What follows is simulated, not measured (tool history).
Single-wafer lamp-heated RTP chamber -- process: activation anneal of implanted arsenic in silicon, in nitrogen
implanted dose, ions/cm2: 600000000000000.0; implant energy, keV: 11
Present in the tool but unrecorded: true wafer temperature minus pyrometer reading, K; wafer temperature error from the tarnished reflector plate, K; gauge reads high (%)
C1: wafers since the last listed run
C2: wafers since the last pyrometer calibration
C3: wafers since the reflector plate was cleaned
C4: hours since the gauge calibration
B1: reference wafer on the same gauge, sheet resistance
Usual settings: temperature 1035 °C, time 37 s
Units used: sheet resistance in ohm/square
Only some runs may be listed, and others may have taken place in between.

run 1 hour=0.0 | temperature=1035 time=52 | C1=0 C2=4868 C3=1661 C4=612.1 | B1=195.02 | sheet_resistance=195.43
-- hour=52.7 pyrometer window cleaned and pyrometer calibrated
run 2 hour=288.7 | temperature=1035 time=52 | C1=3320 C2=2791 C3=4981 C4=900.8 | B1=194.85 | sheet_resistance=194.81
run 3 hour=359.4 | temperature=1035 time=52 | C1=836 C2=3627 C3=5818 C4=971.5 | B1=194.86 | sheet_resistance=193.81
-- hour=401.5 reflector plate cleaned
run 4 hour=426.0 | temperature=1035 time=37 | C1=693 C2=4320 C3=289 C4=1038.1 | B1=194.90 | sheet_resistance=201.56
run 5 hour=518.3 | temperature=1035 time=37 | C1=1091 C2=5412 C3=1381 C4=1130.4 | B1=195.17 | sheet_resistance=200.52
-- hour=580.2 pyrometer window cleaned and pyrometer calibrated
run 6 hour=580.7 | temperature=1023 time=37 | C1=643 C2=5 C3=2025 C4=1192.8 | B1=195.07 | sheet_resistance=205.27
run 7 hour=671.8 | temperature=1035 time=37 | C1=1077 C2=1083 C3=3102 C4=1283.9 | B1=195.11 | sheet_resistance=201.58
run 8 hour=739.7 | temperature=1035 time=30 | C1=803 C2=1886 C3=3905 C4=1351.8 | B1=194.88 | sheet_resistance=203.55
run 9 hour=817.6 | temperature=1054 time=48 | C1=921 C2=2807 C3=4827 C4=1429.7 | B1=195.05 | sheet_resistance=188.97
run 10 hour=884.0 | temperature=1035 time=37 | C1=785 C2=3592 C3=5612 C4=1496.1 | B1=194.98 | sheet_resistance=198.99
-- hour=918.4 reflector plate cleaned
run 11 hour=929.3 | temperature=1035 time=37 | C1=441 C2=4034 C3=129 C4=1541.4 | B1=195.12 | sheet_resistance=201.45
run 12 hour=1032.8 | temperature=1035 time=37 | C1=1224 C2=5258 C3=1353 C4=1644.9 | B1=194.86 | sheet_resistance=202.11
run 13 hour=1101.2 | temperature=1035 time=27 | C1=809 C2=6067 C3=2162 C4=1713.3 | B1=194.98 | sheet_resistance=206.43
-- hour=1156.1 pyrometer window cleaned and pyrometer calibrated
run 14 hour=1192.1 | temperature=1035 time=27 | C1=980 C2=425 C3=3143 C4=1804.2 | B1=195.12 | sheet_resistance=205.89
run 15 hour=1295.7 | temperature=1024 time=37 | C1=1225 C2=1651 C3=4368 C4=1907.8 | B1=195.03 | sheet_resistance=204.30
run 16 hour=1337.2 | temperature=1024 time=37 | C1=490 C2=2142 C3=4859 C4=1949.3 | B1=195.05 | sheet_resistance=203.88
run 17 hour=1395.3 | temperature=1035 time=37 | C1=687 C2=2829 C3=5546 C4=2007.4 | B1=195.02 | sheet_resistance=200.35
run 18 hour=1439.9 | temperature=1052 time=23 | C1=527 C2=3356 C3=6073 C4=2052.0 | B1=195.24 | sheet_resistance=199.26
-- hour=1503.7 reflector plate cleaned
run 19 hour=1544.1 | temperature=1035 time=54 | C1=1137 C2=4494 C3=478 C4=2156.2 | B1=195.24 | sheet_resistance=196.35
run 20 hour=1658.8 | temperature=1025 time=15 | C1=1356 C2=5851 C3=1834 C4=2270.9 | B1=194.90 | sheet_resistance=218.93
-- hour=1715.7 pyrometer window cleaned and pyrometer calibrated
run 21 hour=1735.9 | temperature=1010 time=29 | C1=817 C2=238 C3=2652 C4=2348.0 | B1=194.86 | sheet_resistance=214.64
run 22 hour=1813.3 | temperature=1009 time=47 | C1=915 C2=1154 C3=3567 C4=2425.4 | B1=195.05 | sheet_resistance=206.64
run 23 hour=1856.4 | temperature=1035 time=37 | C1=509 C2=1664 C3=4077 C4=2468.5 | B1=195.17 | sheet_resistance=200.86
-- hour=1942.1 gauge calibrated
run 24 hour=1942.4 | temperature=1026 time=50 | C1=1017 C2=2681 C3=5094 C4=0.3 | B1=194.90 | sheet_resistance=198.15
-- hour=1973.7 reflector plate cleaned
run 25 hour=2018.9 | temperature=1046 time=54 | C1=810 C2=3491 C3=534 C4=76.8 | B1=195.09 | sheet_resistance=192.29
run 26 hour=2103.8 | temperature=1018 time=37 | C1=1004 C2=4495 C3=1539 C4=161.7 | B1=194.97 | sheet_resistance=207.72
run 27 hour=2204.2 | temperature=1035 time=37 | C1=1187 C2=5683 C3=2726 C4=262.1 | B1=194.98 | sheet_resistance=200.36
-- hour=2292.1 pyrometer window cleaned and pyrometer calibrated
run 28 hour=2292.6 | temperature=1035 time=37 | C1=950 C2=5 C3=3677 C4=350.5 | B1=195.03 | sheet_resistance=200.38
run 29 hour=2352.9 | temperature=1064 time=49 | C1=713 C2=718 C3=4390 C4=410.8 | B1=194.88 | sheet_resistance=185.99
run 30 hour=2432.1 | temperature=1035 time=37 | C1=936 C2=1655 C3=5327 C4=490.0 | B1=195.09 | sheet_resistance=199.13
run 31 hour=2497.6 | temperature=1035 time=17 | C1=774 C2=2430 C3=6102 C4=555.5 | B1=194.93 | sheet_resistance=211.59
-- hour=2509.9 reflector plate cleaned
run 32 hour=2576.6 | temperature=1058 time=37 | C1=839 C2=3270 C3=788 C4=634.5 | B1=195.06 | sheet_resistance=193.93

Consider 4 possible next runs. They are alternatives, not a sequence: every one starts from the tool as it was left by run 32. What does each give?
run A hour=2577.0 | temperature=1035 time=18 | C1=4 C2=3274 C3=793 C4=634.9 | B1=? | sheet_resistance=?
run B hour=2577.0 | temperature=1035 time=19 | C1=4 C2=3274 C3=793 C4=634.9 | B1=? | sheet_resistance=?
run C hour=2577.0 | temperature=1035 time=57 | C1=4 C2=3274 C3=793 C4=634.9 | B1=? | sheet_resistance=?
run D hour=2577.0 | temperature=1027 time=20 | C1=4 C2=3274 C3=793 C4=634.9 | B1=? | sheet_resistance=?

run=A B1=195.01 sheet_resistance=213.18
run=B B1=195.01 sheet_resistance=212.31
run=C B1=195.01 sheet_resistance=195.06
run=D B1=195.01 sheet_resistance=214.42
What these runs would have given with no unlogged condition in the tool:
run=A sheet_resistance=213.23
run=B sheet_resistance=212.37
run=C sheet_resistance=195.12
run=D sheet_resistance=214.48

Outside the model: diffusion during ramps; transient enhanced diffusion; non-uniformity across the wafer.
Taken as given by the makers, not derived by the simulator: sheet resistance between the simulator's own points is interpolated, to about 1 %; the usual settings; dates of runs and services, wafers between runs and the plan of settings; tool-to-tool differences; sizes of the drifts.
